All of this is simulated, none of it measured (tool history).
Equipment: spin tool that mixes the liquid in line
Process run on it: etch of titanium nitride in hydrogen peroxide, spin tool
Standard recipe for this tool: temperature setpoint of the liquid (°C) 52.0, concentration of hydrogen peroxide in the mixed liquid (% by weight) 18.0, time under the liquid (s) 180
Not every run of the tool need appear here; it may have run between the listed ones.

run	hour	temperature setpoint of the liquid (°C)	concentration of hydrogen peroxide in the mixed liquid (% by weight)	time under the liquid (s)	read-back film thickness of the titanium nitride reference wafer, read on the same gauge (nm)	thickness taken off the titanium nitride on a monitor wafer (nm)
1	0.0	52.0	18.0	180	90.02	4.77
2	184.5	52.0	18.0	180	90.02	4.79
3	223.2	52.0	18.0	180	89.99	4.76
4	277.1	52.0	18.0	180	90.02	4.67
# hour 339.1: new drum of peroxide connected
5	339.9	52.0	14.5	180	89.99	4.38
# hour 355.1: heated supply line repaired
6	382.7	52.0	14.5	180	90.02	5.11
# hour 403.5: thermometer replaced
# hour 449.8: gauge calibrated
7	453.0	52.0	18.0	180	90.01	5.25
8	508.9	52.0	14.0	180	90.01	4.97
# hour 510.2: peroxide flow meter replaced
9	550.8	52.0	14.5	180	90.00	5.00
10	585.8	45.0	13.0	130	90.00	2.10
11	621.5	52.0	20.5	180	89.99	5.27
12	649.5	47.0	18.0	80	90.00	1.57
13	677.7	52.0	18.0	180	89.99	5.07
14	743.7	52.0	18.0	180	89.98	5.00
15	806.0	52.0	18.0	225	90.00	6.28

For each run, the measured value with the value that run would have given without the tool's hidden condition subtracted. The run-to-run variation is shared by both, the gauge scatter possibly not:
Hidden state present: liquid hotter than its thermometer reads (K); peroxide flow below the setpoint (%); temperature lost on the way to the wafer (K); peroxide weaker than its label (%); gauge reads high (%).
run	thickness taken off the titanium nitride on a monitor wafer (nm)
1	-0.46
2	-0.58
3	-0.58
4	-0.61
5	-0.61
6	-0.05
7	-0.09
8	-0.12
9	-0.13
10	-0.06
11	-0.19
12	-0.07
13	-0.22
14	-0.25
15	-0.35
